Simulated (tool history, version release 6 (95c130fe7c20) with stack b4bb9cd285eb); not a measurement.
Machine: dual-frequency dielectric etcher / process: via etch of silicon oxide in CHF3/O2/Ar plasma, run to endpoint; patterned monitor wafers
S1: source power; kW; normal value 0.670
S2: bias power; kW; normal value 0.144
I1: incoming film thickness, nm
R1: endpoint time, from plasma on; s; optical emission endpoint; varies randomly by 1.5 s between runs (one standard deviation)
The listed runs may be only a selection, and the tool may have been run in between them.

| run | day | S1 | S2 | I1 | R1 |
|---|---|---|---|---|---|
| 1 | 0.000 | 0.670 | 0.144 | 490.3 | 231.0 |
| 2 | 0.533 | 0.670 | 0.144 | 492.7 | 230.2 |
| 3 | 1.208 | 0.670 | 0.144 | 494.1 | 231.7 |
| 4 | 1.808 | 0.670 | 0.128 | 493.1 | 244.5 |
| 5 | 2.158 | 0.670 | 0.128 | 496.7 | 245.6 |
| 6 | 2.842 | 0.670 | 0.152 | 490.5 | 222.1 |
| 7 | 3.208 | 0.670 | 0.152 | 491.4 | 224.7 |
| 8 | 3.838 | 0.670 | 0.152 | 488.4 | 222.5 |
| 9 | 4.271 | 0.670 | 0.144 | 495.3 | 229.9 |
| 10 | 4.612 | 0.670 | 0.144 | 492.3 | 229.3 |
|  | 4.879 | source power generator calibrated |
| 11 | 5.021 | 0.670 | 0.144 | 490.4 | 228.7 |
| 12 | 5.362 | 0.670 | 0.144 | 492.6 | 231.6 |
| 13 | 5.879 | 0.670 | 0.144 | 485.1 | 225.0 |
|  | 6.296 | bias power generator calibrated |
| 14 | 6.604 | 0.670 | 0.144 | 487.5 | 223.5 |
|  | 7.846 | upper electrode replaced |
|  | 8.692 | wet clean of the chamber |
| 15 | 8.712 | 0.670 | 0.144 | 491.6 | 237.6 |
| 16 | 8.733 | 0.720 | 0.177 | 490.2 | 206.6 |
| 17 | 8.750 | 0.610 | 0.155 | 493.4 | 238.2 |
| 18 | 8.883 | 0.530 | 0.113 | 484.9 | 294.1 |
| 19 | 9.454 | 0.750 | 0.110 | 489.8 | 258.9 |
| 20 | 10.108 | 0.670 | 0.144 | 489.0 | 234.1 |
| 21 | 10.754 | 0.770 | 0.130 | 492.2 | 232.9 |
| 22 | 11.217 | 0.720 | 0.169 | 492.4 | 212.0 |
| 23 | 11.662 | 0.800 | 0.170 | 493.6 | 202.6 |
| 24 | 12.033 | 0.670 | 0.134 | 489.6 | 240.0 |
| 25 | 12.733 | 0.610 | 0.155 | 489.7 | 233.8 |
| 26 | 13.021 | 0.570 | 0.172 | 491.6 | 228.0 |
| 27 | 13.404 | 0.510 | 0.118 | 486.6 | 293.5 |
| 28 | 13.804 | 0.760 | 0.175 | 492.0 | 201.3 |
| 29 | 14.117 | 0.670 | 0.120 | 488.3 | 253.2 |
| 30 | 14.729 | 0.670 | 0.144 | 489.0 | 230.4 |

Run-by-run hidden state of the tool:
source power that arrives over what is set, %: 0 at every run
bias power that arrives over what is set, %: 0 at every run
H1: etch rate over this chamber's usual, %
| run | H1 |
|---|---|
| 1 | 2.11 |
| 2 | 2.25 |
| 3 | 2.43 |
| 4 | 2.59 |
| 5 | 2.68 |
| 6 | 2.86 |
| 7 | 2.95 |
| 8 | 3.12 |
| 9 | 3.23 |
| 10 | 3.32 |
| 11 | 3.43 |
| 12 | 3.52 |
| 13 | 3.66 |
| 14 | 3.85 |
| 15 | -0.232 |
| 16 | -0.226 |
| 17 | -0.222 |
| 18 | -0.187 |
| 19 | -0.0371 |
| 20 | 0.135 |
| 21 | 0.304 |
| 22 | 0.426 |
| 23 | 0.543 |
| 24 | 0.64 |
| 25 | 0.824 |
| 26 | 0.899 |
| 27 | 1 |
| 28 | 1.1 |
| 29 | 1.19 |
| 30 | 1.35 |
